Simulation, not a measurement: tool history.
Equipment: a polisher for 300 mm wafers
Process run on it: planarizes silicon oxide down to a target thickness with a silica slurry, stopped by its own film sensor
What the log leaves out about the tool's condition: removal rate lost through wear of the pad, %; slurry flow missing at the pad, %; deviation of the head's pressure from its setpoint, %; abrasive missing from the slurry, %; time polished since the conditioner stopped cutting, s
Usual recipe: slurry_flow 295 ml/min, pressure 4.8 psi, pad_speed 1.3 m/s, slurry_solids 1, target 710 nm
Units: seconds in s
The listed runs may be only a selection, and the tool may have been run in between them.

| run | hour | slurry_flow | pressure | pad_speed | slurry_solids | target | wafers since the last listed run | wafers polished on this pad | hours since the slurry nozzle was cleaned | hours since the head pressure was calibrated | hours since the slurry blender was calibrated | hours since the conditioning disc was replaced | incoming thickness of the incoming film, nm | seconds |
|---|---|---|---|---|---|---|---|---|---|---|---|---|---|---|
| 1 | 0 | 295 | 4.8 | 1.3 | 1.1 | 710 | 0 | 442 | 737.6 | 771.6 | 131.5 | 117.7 | 1028.5 | 71.5 |
|  | 41.5 | slurry nozzle cleaned |
| 2 | 74.6 | 295 | 4.8 | 1.3 | 1.1 | 710 | 497 | 940 | 33.1 | 846.2 | 206.1 | 192.3 | 1024.4 | 68.7 |
| 3 | 169.6 | 295 | 4.8 | 1.3 | 1.1 | 710 | 642 | 1582 | 128.1 | 941.2 | 301.1 | 287.3 | 1021.2 | 68.2 |
|  | 171.7 | conditioning disc replaced and pad reconditioned |
|  | 187.1 | worn pad replaced by a new one |
|  | 201.2 | slurry blender recalibrated |
| 4 | 215.4 | 295 | 4.8 | 1.3 | 0.9 | 710 | 255 | 177 | 173.9 | 987 | 14.2 | 43.7 | 1024.8 | 78.2 |
| 5 | 281.5 | 295 | 4.8 | 1.3 | 1 | 710 | 446 | 624 | 240 | 1053.1 | 80.3 | 109.8 | 1022.9 | 72 |
| 6 | 378.7 | 295 | 4.8 | 1.3 | 1 | 710 | 657 | 1281 | 337.2 | 1150.3 | 177.5 | 207 | 1005.9 | 69.7 |
| 7 | 433.2 | 295 | 4.8 | 1.3 | 1 | 710 | 368 | 1650 | 391.7 | 1204.8 | 232 | 261.5 | 1033.2 | 76.4 |
|  | 441.9 | worn pad replaced by a new one, of another model than before |
|  | 471.4 | conditioning disc replaced and pad reconditioned |
|  | 533.1 | slurry blender recalibrated |
| 8 | 535.7 | 295 | 4.8 | 1.3 | 1 | 710 | 639 | 607 | 494.2 | 1307.3 | 2.6 | 64.3 | 1019.6 | 72.6 |
| 9 | 582.7 | 390 | 4.8 | 1.3 | 0.75 | 710 | 317 | 924 | 541.2 | 1354.3 | 49.6 | 111.3 | 1021 | 89.6 |
|  | 636.3 | worn pad replaced by a new one |
| 10 | 647.5 | 295 | 4.8 | 1.3 | 1 | 710 | 411 | 75 | 606 | 1419.1 | 114.4 | 176.1 | 1008.9 | 68.6 |
| 11 | 751.3 | 295 | 4.8 | 1.72 | 1 | 780 | 701 | 777 | 709.8 | 1522.9 | 218.2 | 279.9 | 1031.2 | 51.6 |
|  | 761.4 | slurry nozzle cleaned |
|  | 846.4 | head pressure recalibrated |
|  | 850 | conditioning disc replaced and pad reconditioned |
| 12 | 850.5 | 295 | 4.8 | 1.46 | 1 | 649 | 636 | 1414 | 89.1 | 4.1 | 317.4 | 0.5 | 1024.9 | 83.1 |
|  | 887.9 | worn pad replaced by a new one |
|  | 898.6 | slurry blender recalibrated |
| 13 | 914.1 | 295 | 4.8 | 1.3 | 1 | 710 | 389 | 163 | 152.7 | 67.7 | 15.5 | 64.1 | 1018.4 | 72.5 |
| 14 | 994.8 | 295 | 4.8 | 1.3 | 1 | 710 | 545 | 709 | 233.4 | 148.4 | 96.2 | 144.8 | 1010.6 | 70.5 |
| 15 | 1042.7 | 240 | 4.8 | 1.64 | 0.75 | 738 | 323 | 1033 | 281.3 | 196.3 | 144.1 | 192.7 | 1018.6 | 72 |
|  | 1103.8 | worn pad replaced by a new one |
| 16 | 1115.8 | 215 | 3.7 | 0.98 | 1 | 753 | 467 | 81 | 354.4 | 269.4 | 217.2 | 265.8 | 1009.7 | 87.3 |

Below are 4 alternative next runs, each starting from the tool's condition after run 16. Predict each:
| A | 1116.2 | 295 | 4.8 | 1.3 | 1.25 | 710 | 2 | 83 | 354.8 | 269.8 | 217.6 | 266.2 | 1010.7 | ? |
| B | 1116.2 | 265 | 4.1 | 0.86 | 1 | 741 | 2 | 83 | 354.8 | 269.8 | 217.6 | 266.2 | 1010.7 | ? |
| C | 1116.2 | 225 | 4.8 | 1.14 | 1.25 | 653 | 2 | 83 | 354.8 | 269.8 | 217.6 | 266.2 | 1010.7 | ? |
| D | 1116.2 | 295 | 5.7 | 1.06 | 1.15 | 617 | 2 | 83 | 354.8 | 269.8 | 217.6 | 266.2 | 1010.7 | ? |

| run | seconds |
|---|---|
| A | 61.8 |
| B | 87 |
| C | 78.9 |
| D | 78.2 |
Without the tool's hidden state the same runs would have given:
| run | seconds |
|---|---|
| A | 61.6 |
| B | 86.6 |
| C | 78.5 |
| D | 77.9 |
